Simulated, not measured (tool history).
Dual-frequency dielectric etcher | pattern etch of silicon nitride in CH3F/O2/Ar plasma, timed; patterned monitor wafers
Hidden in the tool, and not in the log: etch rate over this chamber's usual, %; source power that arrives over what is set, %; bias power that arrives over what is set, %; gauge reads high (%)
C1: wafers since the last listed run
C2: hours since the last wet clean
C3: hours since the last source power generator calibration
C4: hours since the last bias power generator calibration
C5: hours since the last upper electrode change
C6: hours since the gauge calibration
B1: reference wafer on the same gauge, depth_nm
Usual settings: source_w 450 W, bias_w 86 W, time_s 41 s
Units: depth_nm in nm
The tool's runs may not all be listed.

Run 1, day 0: usual settings but bias_w 76 W, time_s 50 s; C1 0; C2 436.3; C3 1968.9; C4 3825.3; C5 5315.3; C6 127.8; B1 28.79. Result: depth_nm 37.3 nm.
Run 2, day 0.667: usual settings but bias_w 76 W, time_s 50 s; C1 248; C2 452.3; C3 1984.9; C4 3841.3; C5 5331.3; C6 143.8; B1 28.83. Result: depth_nm 37.31 nm.
Run 3, day 1.75: usual settings but source_w 510 W; C1 403; C2 478.3; C3 2010.9; C4 3867.3; C5 5357.3; C6 169.8; B1 28.83. Result: depth_nm 33.79 nm.
Run 4, day 3.042: usual settings but source_w 510 W; C1 480; C2 509.3; C3 2041.9; C4 3898.3; C5 5388.3; C6 200.8; B1 28.83. Result: depth_nm 33.77 nm.
Run 5, day 4.308: usual settings but source_w 510 W; C1 471; C2 539.7; C3 2072.3; C4 3928.7; C5 5418.7; C6 231.2; B1 28.81. Result: depth_nm 33.69 nm.
Run 6, day 4.971: usual settings but source_w 390 W, time_s 37.5 s; C1 246; C2 555.6; C3 2088.2; C4 3944.6; C5 5434.6; C6 247.1; B1 28.81. Result: depth_nm 27.14 nm.
At day 6.296: wet clean of the chamber.
Run 7, day 6.333: usual settings but source_w 390 W, time_s 37.5 s; C1 134; C2 0.9; C3 2120.9; C4 3977.3; C5 5467.3; C6 279.8; B1 28.82. Result: depth_nm 26.3 nm.
At day 6.742: bias power generator calibrated.
At day 7.721: source power generator calibrated.
At day 8.254: wet clean of the chamber, repeated, since the last time left the tool worse.
At day 8.429: upper electrode replaced.
Run 8, day 8.45: usual settings but bias_w 64 W, time_s 47.5 s; C1 399; C2 4.7; C3 17.5; C4 41; C5 0.5; C6 330.6; B1 28.81. Result: depth_nm 34.56 nm.
Run 9, day 9.079: usual settings; C1 234; C2 19.8; C3 32.6; C4 56.1; C5 15.6; C6 345.7; B1 28.82. Result: depth_nm 32.86 nm.
At day 9.375: gauge calibrated.
Run 10, day 10.433: usual settings but bias_w 71 W, time_s 48.5 s; C1 503; C2 52.3; C3 65.1; C4 88.6; C5 48.1; C6 25.4; B1 28.78. Result: depth_nm 36.47 nm.
Run 11, day 12: usual settings but source_w 510 W, bias_w 93 W; C1 582; C2 89.9; C3 102.7; C4 126.2; C5 85.7; C6 63; B1 28.81. Result: depth_nm 35.65 nm.
Run 12, day 12.829: usual settings but source_w 380 W; C1 308; C2 109.8; C3 122.6; C4 146.1; C5 105.6; C6 82.9; B1 28.8. Result: depth_nm 29.99 nm.
Run 13, day 13.588: usual settings but source_w 400 W, bias_w 103 W; C1 282; C2 128; C3 140.8; C4 164.3; C5 123.8; C6 101.1; B1 28.78. Result: depth_nm 32.66 nm.
Run 14, day 14.2: usual settings but bias_w 66 W, time_s 47.5 s; C1 227; C2 142.7; C3 155.5; C4 179; C5 138.5; C6 115.8; B1 28.84. Result: depth_nm 34.64 nm.
Run 15, day 15.071: usual settings but source_w 360 W; C1 324; C2 163.6; C3 176.4; C4 199.9; C5 159.4; C6 136.7; B1 28.8. Result: depth_nm 29.15 nm.

Forecast each of these 3 alternatives for the next run:
Run A, day 15.088: usual settings; C1 6; C2 164; C3 176.8; C4 200.3; C5 159.8; C6 137.1; B1 ?. Result: depth_nm ?.
Run B, day 15.088: usual settings but source_w 490 W, bias_w 94 W, time_s 33.5 s; C1 6; C2 164; C3 176.8; C4 200.3; C5 159.8; C6 137.1; B1 ?. Result: depth_nm ?.
Run C, day 15.088: usual settings but time_s 36.5 s; C1 6; C2 164; C3 176.8; C4 200.3; C5 159.8; C6 137.1; B1 ?. Result: depth_nm ?.

run     B1  depth_nm
  A  28.83     32.43
  B  28.83      28.4
  C  28.83     28.87
Without the tool's hidden state the same runs would have given:
run  depth_nm
  A     32.85
  B     28.77
  C     29.25
